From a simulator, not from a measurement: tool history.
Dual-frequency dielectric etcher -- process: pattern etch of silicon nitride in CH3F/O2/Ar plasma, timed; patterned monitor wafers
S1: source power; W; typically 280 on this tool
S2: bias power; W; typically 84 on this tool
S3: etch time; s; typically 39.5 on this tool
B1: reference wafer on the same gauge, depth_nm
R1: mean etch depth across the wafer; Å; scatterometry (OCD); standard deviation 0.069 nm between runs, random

{"run": 1, "hour": 0.0, "S1": 280, "S2": 84, "S3": 39.5, "B1": 28.6, "R1": 281.6}
{"run": 2, "hour": 26.9, "S1": 280, "S2": 90, "S3": 39.5, "B1": 28.62, "R1": 286.9}
{"run": 3, "hour": 46.7, "S1": 300, "S2": 84, "S3": 39.5, "B1": 28.64, "R1": 290.5}
{"hour": 71.0, "done": "wet clean of the chamber"}
{"run": 4, "hour": 78.9, "S1": 340, "S2": 84, "S3": 39.5, "B1": 28.64, "R1": 314.4}
{"run": 5, "hour": 91.3, "S1": 340, "S2": 84, "S3": 39.5, "B1": 28.61, "R1": 312.0}
{"run": 6, "hour": 110.4, "S1": 280, "S2": 92, "S3": 39.5, "B1": 28.63, "R1": 294.0}
{"run": 7, "hour": 132.3, "S1": 280, "S2": 84, "S3": 39.5, "B1": 28.59, "R1": 286.4}
{"run": 8, "hour": 167.6, "S1": 280, "S2": 84, "S3": 39.5, "B1": 28.57, "R1": 286.9}
{"hour": 171.4, "done": "gauge calibrated"}
{"run": 9, "hour": 181.6, "S1": 230, "S2": 84, "S3": 39.5, "B1": 28.61, "R1": 262.3}
{"run": 10, "hour": 211.0, "S1": 280, "S2": 84, "S3": 39.5, "B1": 28.64, "R1": 286.4}
{"hour": 230.3, "done": "bias power generator calibrated"}
{"run": 11, "hour": 242.4, "S1": 280, "S2": 84, "S3": 39.5, "B1": 28.59, "R1": 284.2}
{"run": 12, "hour": 255.7, "S1": 280, "S2": 84, "S3": 32.5, "B1": 28.6, "R1": 234.7}
{"hour": 291.5, "done": "upper electrode replaced, of another model than before"}
{"run": 13, "hour": 292.0, "S1": 280, "S2": 84, "S3": 39.5, "B1": 28.57, "R1": 284.5}
{"run": 14, "hour": 292.3, "S1": 280, "S2": 84, "S3": 39.5, "B1": 28.58, "R1": 285.5}
{"run": 15, "hour": 307.7, "S1": 340, "S2": 70, "S3": 39.5, "B1": 28.59, "R1": 317.5}
{"run": 16, "hour": 337.9, "S1": 320, "S2": 84, "S3": 39.5, "B1": 28.59, "R1": 313.0}
{"run": 17, "hour": 357.4, "S1": 260, "S2": 84, "S3": 39.5, "B1": 28.63, "R1": 267.5}
{"run": 18, "hour": 379.2, "S1": 330, "S2": 104, "S3": 33.0, "B1": 28.6, "R1": 274.4}
{"run": 19, "hour": 396.2, "S1": 280, "S2": 84, "S3": 39.5, "B1": 28.58, "R1": 282.4}
{"run": 20, "hour": 409.7, "S1": 280, "S2": 84, "S3": 44.5, "B1": 28.6, "R1": 319.7}
{"run": 21, "hour": 437.4, "S1": 340, "S2": 70, "S3": 39.5, "B1": 28.58, "R1": 316.1}
{"hour": 490.3, "done": "wet clean of the chamber"}
{"run": 22, "hour": 490.8, "S1": 220, "S2": 94, "S3": 49.5, "B1": 28.55, "R1": 296.2}
{"run": 23, "hour": 491.2, "S1": 280, "S2": 84, "S3": 31.5, "B1": 28.61, "R1": 228.8}
{"hour": 503.0, "done": "source power generator calibrated"}
{"run": 24, "hour": 503.5, "S1": 220, "S2": 84, "S3": 39.5, "B1": 28.59, "R1": 232.7}
{"run": 25, "hour": 511.9, "S1": 280, "S2": 84, "S3": 39.5, "B1": 28.64, "R1": 287.6}
{"run": 26, "hour": 525.7, "S1": 280, "S2": 95, "S3": 39.5, "B1": 28.65, "R1": 292.9}
{"run": 27, "hour": 539.2, "S1": 240, "S2": 69, "S3": 39.5, "B1": 28.59, "R1": 246.4}
{"run": 28, "hour": 551.7, "S1": 280, "S2": 84, "S3": 32.5, "B1": 28.6, "R1": 237.1}
{"run": 29, "hour": 592.5, "S1": 350, "S2": 93, "S3": 39.5, "B1": 28.61, "R1": 339.4}
{"run": 30, "hour": 626.6, "S1": 280, "S2": 84, "S3": 39.5, "B1": 28.62, "R1": 284.5}
{"run": 31, "hour": 659.4, "S1": 280, "S2": 77, "S3": 34.5, "B1": 28.59, "R1": 245.9}

Each run again, without the hidden state but with its own random variation kept:
Hidden state present: etch rate over this chamber's usual, %; source power that arrives over what is set, %; bias power that arrives over what is set, %; gauge reads high (%).
run=1 R1=287.4
run=2 R1=293.2
run=3 R1=297.2
run=4 R1=314.2
run=5 R1=312.0
run=6 R1=294.3
run=7 R1=287.0
run=8 R1=288.1
run=9 R1=263.6
run=10 R1=288.3
run=11 R1=286.5
run=12 R1=236.8
run=13 R1=287.6
run=14 R1=288.6
run=15 R1=321.2
run=16 R1=317.2
run=17 R1=271.4
run=18 R1=278.7
run=19 R1=287.0
run=20 R1=325.2
run=21 R1=322.0
run=22 R1=295.7
run=23 R1=228.5
run=24 R1=232.5
run=25 R1=287.5
run=26 R1=293.0
run=27 R1=246.7
run=28 R1=237.5
run=29 R1=340.7
run=30 R1=286.1
run=31 R1=247.7

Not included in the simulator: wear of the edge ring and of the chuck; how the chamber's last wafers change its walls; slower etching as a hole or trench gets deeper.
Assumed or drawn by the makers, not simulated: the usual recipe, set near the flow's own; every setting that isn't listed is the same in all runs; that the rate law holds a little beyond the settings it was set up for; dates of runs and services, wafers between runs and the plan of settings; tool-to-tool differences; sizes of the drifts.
